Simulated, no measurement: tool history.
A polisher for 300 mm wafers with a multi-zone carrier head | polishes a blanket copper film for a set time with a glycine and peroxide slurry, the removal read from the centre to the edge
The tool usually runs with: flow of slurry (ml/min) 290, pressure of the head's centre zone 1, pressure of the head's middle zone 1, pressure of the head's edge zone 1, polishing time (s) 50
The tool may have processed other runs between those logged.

run	hour	flow of slurry (ml/min)	pressure of the head's centre zone	pressure of the head's middle zone	pressure of the head's edge zone	polishing time (s)	wafers since the last listed run	wafers polished on this pad	hours since the slurry nozzle was cleaned	hours since the centre zone pressure was calibrated	hours since the edge zone pressure was calibrated	hours since the carrier head's membrane was replaced	incoming thickness of the incoming film, nm	film removed at the wafer's centre (Å)	film removed at mid-radius (Å)	film removed at the wafer's edge (Å)
1	0	290	1	1	1	50	0	803	499.1	598.4	1163.1	906.5	2194.9	2313	2383	2428
# hour 0.8: worn pad replaced by a new one
2	28	290	1	1	1	50	230	230	527.1	626.4	1191.1	934.5	2263.8	2279	2401	2419
3	62.3	290	1	1	0.95	50	290	520	561.4	660.7	1225.4	968.8	2230.3	2323	2412	2378
4	88.5	290	1	1	0.95	50	221	742	587.6	686.9	1251.6	995	2254.2	2288	2387	2373
# hour 119.1: worn pad replaced by a new one
5	119.6	290	1	1	1	50	229	4	618.7	718	1282.7	1026.1	2227.1	2281	2422	2404
6	144.3	270	1	1	1	50	208	213	643.4	742.7	1307.4	1050.8	2204.5	2261	2388	2412
7	157.8	270	1	1	1	50	114	327	656.9	756.2	1320.9	1064.3	2280.7	2244	2398	2363
8	173.8	270	1	1	1	50	135	463	672.9	772.2	1336.9	1080.3	2241.2	2269	2396	2451
9	189.7	290	1.04	1	1	50	134	597	688.8	788.1	1352.8	1096.2	2257.7	2344	2430	2396
10	206.5	290	1.04	1	1	50	142	739	705.6	804.9	1369.6	1113	2269	2338	2377	2442
# hour 223.6: worn pad replaced by a new one
11	227.2	290	1.04	1	1	50	141	30	726.3	825.6	1390.3	1133.7	2240	2357	2429	2484
12	250.4	230	1	1.06	1	50	196	226	749.5	848.8	1413.5	1156.9	2251.3	2194	2473	2379
# hour 255.9: slurry nozzle cleaned
13	284.9	245	1.11	0.97	1	66	283	510	29	883.3	1448	1191.4	2285.6	3180	3053	3196
# hour 299.3: edge zone pressure recalibrated
# hour 308.9: carrier head's membrane replaced by a new one
14	309.4	290	1.04	1	1	50	148	658	53.5	907.8	10.1	0.5	2249.2	2329	2405	2437
# hour 323: worn pad replaced by a new one
15	411.4	355	1	1	1	62	829	747	155.5	1009.8	112.1	102.5	2242.5	2738	3037	3027
# hour 424.7: centre zone pressure recalibrated
16	425.2	240	1	0.95	1	50	99	847	169.3	0.5	125.9	116.3	2272.2	2358	2275	2401
# hour 435.6: worn pad replaced by a new one
17	453.4	290	1	0.88	1	34	204	150	197.5	28.7	154.1	144.5	2256.1	1606	1478	1611
18	473.7	290	1.08	1	1	50	171	322	217.8	49	174.4	164.8	2220.3	2568	2425	2390
19	488.3	290	0.94	1	1	50	123	445	232.4	63.6	189	179.4	2249.7	2219	2450	2465
20	521.3	290	1	0.89	0.92	50	279	724	265.4	96.6	222	212.4	2227.9	2396	2206	2335
# hour 539: worn pad replaced by a new one
21	549.1	290	1	1.04	1	50	201	85	293.2	124.4	249.8	240.2	2237	2398	2509	2409

Consider 3 possible next runs. They are alternatives, not a sequence: every one starts from the tool as it was left by run 21. What does each give?
A	549.5	225	1	1	1	50	3	88	293.6	124.8	250.2	240.6	2240.5	?	?	?
B	549.5	290	1	1.04	1.04	50	3	88	293.6	124.8	250.2	240.6	2240.5	?	?	?
C	549.5	320	1.08	1.11	1	40	3	88	293.6	124.8	250.2	240.6	2240.5	?	?	?

run	film removed at the wafer's centre (Å)	film removed at mid-radius (Å)	film removed at the wafer's edge (Å)
A	2252	2370	2335
B	2332	2526	2435
C	2039	2157	1924
What these runs would have given with no unlogged condition in the tool:
run	film removed at the wafer's centre (Å)	film removed at mid-radius (Å)	film removed at the wafer's edge (Å)
A	2275	2369	2335
B	2356	2526	2435
C	2060	2157	1924

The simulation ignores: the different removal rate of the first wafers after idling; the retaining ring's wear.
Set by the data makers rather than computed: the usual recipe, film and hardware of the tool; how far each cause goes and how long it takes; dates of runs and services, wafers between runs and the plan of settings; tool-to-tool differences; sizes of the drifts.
